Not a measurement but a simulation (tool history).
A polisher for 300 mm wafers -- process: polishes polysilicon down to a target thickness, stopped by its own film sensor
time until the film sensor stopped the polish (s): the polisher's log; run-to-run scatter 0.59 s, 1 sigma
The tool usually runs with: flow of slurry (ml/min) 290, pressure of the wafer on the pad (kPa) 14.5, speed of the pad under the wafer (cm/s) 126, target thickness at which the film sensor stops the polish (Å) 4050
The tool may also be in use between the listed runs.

run	hour	flow of slurry (ml/min)	pressure of the wafer on the pad (kPa)	speed of the pad under the wafer (cm/s)	target thickness at which the film sensor stops the polish (Å)	incoming thickness of the incoming film, nm	time until the film sensor stopped the polish (s)
1	0.0	290	14.5	126	4050	724.4	31.3
2	13.4	290	14.5	126	4050	728.2	32.4
3	26.2	290	14.5	126	4050	717.6	32.2
4	36.6	290	14.5	126	4050	714.4	32.2
5	53.0	290	14.5	126	4050	728.0	33.6
6	62.9	290	14.5	126	4050	719.8	32.2
7	76.2	290	14.5	108	4050	736.1	41.3
# hour 84.6: worn pad replaced by a new one
8	91.7	290	14.5	126	4050	727.1	35.3
9	98.2	290	14.5	126	4050	741.0	36.7
10	104.7	290	14.5	126	4050	739.2	39.1
# hour 110.5: slurry nozzle cleaned
11	120.2	290	14.5	126	4050	731.1	36.4
# hour 134.9: worn pad replaced by a new one, repeated, since the last time left the tool worse
# hour 137.1: head pressure recalibrated
12	166.0	210	12.4	102	3490	727.5	58.4
13	177.8	290	14.5	142	4050	723.9	29.3
14	186.7	290	14.5	126	2920	738.3	46.6
15	193.5	375	14.5	126	4050	738.7	34.0
16	202.1	290	14.5	126	4050	717.9	32.1
17	211.8	290	14.5	126	4050	729.2	33.9
# hour 218.0: worn pad replaced by a new one
18	234.8	290	16.5	126	4050	726.9	27.9
19	263.5	320	19.3	112	3330	727.1	33.7
20	271.3	210	9.7	160	3290	731.0	50.9
21	279.8	290	14.5	126	4050	738.8	34.4

Results for each run, recomputed without the tool's hidden state and with each run's random variation untouched:
The hidden state here: removal rate lost through wear of the pad, %; slurry flow missing at the pad, %; deviation of the head's pressure from its setpoint, %.
run	time until the film sensor stopped the polish (s)
1	30.9
2	31.4
3	30.8
4	30.6
5	31.8
6	30.3
7	38.8
8	31.0
9	31.9
10	33.8
11	31.0
12	56.0
13	27.9
14	44.2
15	32.2
16	30.3
17	31.9
18	27.2
19	32.1
20	48.4
21	32.6
